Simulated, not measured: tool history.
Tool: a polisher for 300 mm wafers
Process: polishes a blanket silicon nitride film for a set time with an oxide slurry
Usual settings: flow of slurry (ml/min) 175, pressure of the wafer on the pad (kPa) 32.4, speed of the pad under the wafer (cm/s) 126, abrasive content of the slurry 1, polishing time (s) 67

| run | hour | flow of slurry (ml/min) | pressure of the wafer on the pad (kPa) | speed of the pad under the wafer (cm/s) | abrasive content of the slurry | polishing time (s) | incoming thickness of the incoming film, nm | film removed (nm) |
|---|---|---|---|---|---|---|---|---|
| 1 | 0 | 175 | 32.4 | 126 | 1 | 67 | 513.1 | 66 |
| 2 | 22.3 | 175 | 32.4 | 126 | 1 | 67 | 511.1 | 62.2 |
|  | 42.4 | worn pad replaced by a new one |
| 3 | 42.9 | 175 | 32.4 | 126 | 1 | 67 | 507.2 | 66.4 |
| 4 | 52.5 | 175 | 32.4 | 126 | 1 | 67 | 505.8 | 64.2 |
| 5 | 59.6 | 175 | 32.4 | 126 | 1 | 67 | 510.1 | 65.3 |
| 6 | 69.2 | 215 | 32.4 | 126 | 1 | 67 | 508.1 | 67.3 |
| 7 | 79.5 | 175 | 32.4 | 126 | 1 | 67 | 503.3 | 62.5 |
|  | 87.2 | head pressure recalibrated |
|  | 88.7 | slurry blender recalibrated |
| 8 | 90.1 | 175 | 32.4 | 126 | 1 | 67 | 505.4 | 61.6 |
|  | 95.4 | conditioning disc replaced and pad reconditioned |
|  | 111.4 | slurry nozzle cleaned |
| 9 | 117.7 | 130 | 32.4 | 126 | 1 | 67 | 511.3 | 63.9 |
| 10 | 128.9 | 225 | 32.4 | 126 | 1 | 67 | 508.4 | 67.9 |
| 11 | 140.1 | 215 | 32.4 | 126 | 1.15 | 67 | 502.9 | 69.3 |
|  | 155.6 | worn pad replaced by a new one |
| 12 | 157.8 | 150 | 32.4 | 126 | 1 | 67 | 511.6 | 66.6 |

The next listed run, before its measurement:
| 13 | 170.8 | 175 | 32.4 | 96 | 0.8 | 67 | 518 | ? |

{"run 13": {"film removed (nm)": 49.9}}
Without the tool's hidden state the same run would have given film removed (nm) 56.1.

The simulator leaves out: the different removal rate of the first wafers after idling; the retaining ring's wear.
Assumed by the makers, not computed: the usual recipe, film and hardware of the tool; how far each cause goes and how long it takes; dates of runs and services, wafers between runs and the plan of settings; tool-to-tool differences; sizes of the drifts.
